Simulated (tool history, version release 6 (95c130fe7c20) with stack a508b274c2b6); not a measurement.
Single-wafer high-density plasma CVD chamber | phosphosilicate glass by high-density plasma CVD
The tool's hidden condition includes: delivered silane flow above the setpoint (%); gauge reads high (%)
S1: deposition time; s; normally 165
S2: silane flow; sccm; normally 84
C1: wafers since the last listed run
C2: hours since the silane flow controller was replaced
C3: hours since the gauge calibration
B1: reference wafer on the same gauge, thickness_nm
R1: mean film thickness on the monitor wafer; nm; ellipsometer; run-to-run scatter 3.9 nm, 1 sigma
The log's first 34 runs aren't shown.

run,day,S1,S2,C1,C2,C3,B1,R1
35,74.696,165,84,182,433.0,1130.9,1430.954,1288.311
36,77.583,191,78,486,502.3,1200.2,1429.813,1402.815
37,78.667,165,84,182,528.3,1226.2,1428.277,1285.620
38,81.642,180,95,501,599.7,1297.6,1430.171,1563.914
39,84.621,147,84,502,671.2,1369.1,1429.260,1147.312
40,87.450,165,89,476,739.1,1437.0,1430.293,1359.236
# day 87.762: gauge calibrated
41,89.250,181,96,303,782.3,35.7,1431.723,1584.052
42,91.629,165,84,400,839.4,92.8,1430.706,1288.625
43,93.729,156,67,353,889.8,143.2,1428.591,1011.479
44,95.258,141,84,257,926.5,179.9,1431.346,1107.888
45,97.292,148,84,342,975.3,228.7,1429.840,1152.726

5 options for the next run, each taken on its own from the tool as it stands now. Forecast them:
A,97.308,165,84,2,975.7,229.1,?,?
B,97.308,151,74,2,975.7,229.1,?,?
C,97.308,157,75,2,975.7,229.1,?,?
D,97.308,192,75,2,975.7,229.1,?,?
E,97.308,151,84,2,975.7,229.1,?,?

run,B1,R1
A,1431.672,1278.176
B,1431.672,1053.186
C,1431.672,1107.151
D,1431.672,1353.968
E,1431.672,1169.725
Had the tool no hidden state, the same runs would have come out as:
run,R1
A,1283.491
B,1057.565
C,1111.755
D,1359.598
E,1174.589
